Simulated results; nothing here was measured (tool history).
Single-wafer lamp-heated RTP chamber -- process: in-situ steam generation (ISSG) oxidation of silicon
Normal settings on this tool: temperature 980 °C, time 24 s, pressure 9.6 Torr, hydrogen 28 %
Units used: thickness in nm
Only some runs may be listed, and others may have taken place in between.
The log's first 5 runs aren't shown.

run   hour  temperature  time  pressure  hydrogen  wafers since the last listed run  wafers since the last pyrometer calibration  hours since the pressure gauge was zeroed  hours since the hydrogen flow controller was replaced  hours since the gauge calibration  read-back reference wafer on the same gauge, thickness  thickness
  6  212.3          980    24        10        28                               719                                         3752                                     2537.7                                                 2655.4                             1771.7                                                   5.121      6.146
  7  259.4          980    24      10.2        28                               688                                         4441                                     2584.8                                                 2702.5                             1818.8                                                    5.12      6.103
  8  298.2          980    24      10.2        28                               567                                         5009                                     2623.6                                                 2741.3                             1857.6                                                   5.121      6.119
  9  332.4          980    24       9.6        28                               500                                         5509                                     2657.8                                                 2775.5                             1891.8                                                   5.119      6.187
 10    361          980    24       9.6        28                               418                                         5927                                     2686.4                                                 2804.1                             1920.4                                                    5.12      6.195
 11  415.7          993    19       9.6        18                               799                                         6727                                     2741.1                                                 2858.8                             1975.1                                                   5.119      5.311
     442.5  -- pyrometer window cleaned and pyrometer calibrated
 12  471.7          986    15       9.6        28                               701                                          427                                     2797.1                                                 2914.8                             2031.1                                                   5.123      5.121
 13  542.8          967    24       9.6        28                              1039                                         1466                                     2868.2                                                 2985.9                             2102.2                                                    5.12      5.872
 14  566.9          980    24       9.6        28                               352                                         1819                                     2892.3                                                   3010                             2126.3                                                   5.121      6.158
 15  620.8          980    29       9.6        28                               788                                         2607                                     2946.2                                                 3063.9                             2180.2                                                   5.118      6.727

Run 16 comes next. What will it give?
 16   677          980    24       9.6        28                               821                                         3429                                     3002.4                                                 3120.1                             2236.4                                                       ?          ?

Run 16 produced read-back reference wafer on the same gauge, thickness 5.122, thickness 6.173 nm.
With no hidden state in the tool, this same run would have given thickness 6.17 nm.
